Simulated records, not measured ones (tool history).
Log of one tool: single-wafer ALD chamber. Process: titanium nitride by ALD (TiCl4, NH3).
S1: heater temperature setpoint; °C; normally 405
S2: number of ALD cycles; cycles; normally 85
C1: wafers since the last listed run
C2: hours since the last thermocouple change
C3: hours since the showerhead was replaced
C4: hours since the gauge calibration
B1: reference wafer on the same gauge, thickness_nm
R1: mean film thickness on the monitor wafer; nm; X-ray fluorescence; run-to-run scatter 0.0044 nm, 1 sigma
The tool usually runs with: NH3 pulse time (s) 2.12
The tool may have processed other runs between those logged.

Run 1, day 0.000: usual settings but S1 401 °C; C1 0; C2 1811.0; C3 2427.7; C4 837.6; B1 1.922. Result: R1 1.719 nm.
Run 2, day 2.462: usual settings but S1 401 °C; C1 125; C2 1870.1; C3 2486.8; C4 896.7; B1 1.924. Result: R1 1.723 nm.
Run 3, day 6.908: usual settings but S1 401 °C; C1 226; C2 1976.8; C3 2593.5; C4 1003.4; B1 1.918. Result: R1 1.723 nm.
Run 4, day 8.596: usual settings but S2 73 cycles, NH3 pulse time (s) 2.59; C1 86; C2 2017.3; C3 2634.0; C4 1043.9; B1 1.918. Result: R1 1.489 nm.
Run 5, day 12.283: usual settings but S2 73 cycles, NH3 pulse time (s) 2.59; C1 187; C2 2105.8; C3 2722.5; C4 1132.4; B1 1.915. Result: R1 1.486 nm.
Run 6, day 14.183: usual settings but S2 73 cycles, NH3 pulse time (s) 2.59; C1 96; C2 2151.4; C3 2768.1; C4 1178.0; B1 1.912. Result: R1 1.480 nm.
Run 7, day 15.975: usual settings; C1 91; C2 2194.4; C3 2811.1; C4 1221.0; B1 1.910. Result: R1 1.720 nm.
Run 8, day 18.088: usual settings; C1 107; C2 2245.1; C3 2861.8; C4 1271.7; B1 1.908. Result: R1 1.715 nm.
Run 9, day 20.262: usual settings; C1 110; C2 2297.3; C3 2914.0; C4 1323.9; B1 1.905. Result: R1 1.702 nm.
Run 10, day 23.075: usual settings; C1 143; C2 2364.8; C3 2981.5; C4 1391.4; B1 1.905. Result: R1 1.705 nm.
At day 32.442: thermocouple changed; heater temperature recalibrated.
At day 32.596: showerhead replaced.
At day 34.612: gauge calibrated.
Run 11, day 36.550: usual settings but NH3 pulse time (s) 1.64; C1 662; C2 98.6; C3 94.9; C4 46.5; B1 1.940. Result: R1 1.709 nm.
Run 12, day 38.829: usual settings but S2 71 cycles; C1 116; C2 153.3; C3 149.6; C4 101.2; B1 1.940. Result: R1 1.458 nm.
Run 13, day 48.912: usual settings; C1 514; C2 395.3; C3 391.6; C4 343.2; B1 1.938. Result: R1 1.745 nm.
Run 14, day 51.604: usual settings but NH3 pulse time (s) 1.44; C1 137; C2 459.9; C3 456.2; C4 407.8; B1 1.937. Result: R1 1.688 nm.
Run 15, day 56.921: usual settings but S1 410 °C, NH3 pulse time (s) 1.68; C1 271; C2 587.5; C3 583.8; C4 535.4; B1 1.937. Result: R1 1.712 nm.
Run 16, day 60.579: usual settings but S1 414 °C, NH3 pulse time (s) 1.30; C1 186; C2 675.3; C3 671.6; C4 623.2; B1 1.938. Result: R1 1.690 nm.
Run 17, day 62.558: usual settings; C1 100; C2 722.8; C3 719.1; C4 670.7; B1 1.934. Result: R1 1.736 nm.
Run 18, day 64.158: usual settings but S1 392 °C, NH3 pulse time (s) 1.38; C1 81; C2 761.2; C3 757.5; C4 709.1; B1 1.932. Result: R1 1.667 nm.

Predict each of these 4 candidate next runs independently; none follows another, all start after run 18:
Run A, day 64.183: usual settings but S2 91 cycles; C1 1; C2 761.8; C3 758.1; C4 709.7; B1 ?. Result: R1 ?.
Run B, day 64.183: usual settings but NH3 pulse time (s) 2.35; C1 1; C2 761.8; C3 758.1; C4 709.7; B1 ?. Result: R1 ?.
Run C, day 64.183: usual settings but NH3 pulse time (s) 2.43; C1 1; C2 761.8; C3 758.1; C4 709.7; B1 ?. Result: R1 ?.
Run D, day 64.183: usual settings but NH3 pulse time (s) 1.66; C1 1; C2 761.8; C3 758.1; C4 709.7; B1 ?. Result: R1 ?.

run     B1     R1
  A  1.931  1.861
  B  1.931  1.747
  C  1.931  1.749
  D  1.931  1.714
Without the tool's hidden state the same runs would have given:
run     R1
  A  1.868
  B  1.754
  C  1.756
  D  1.721
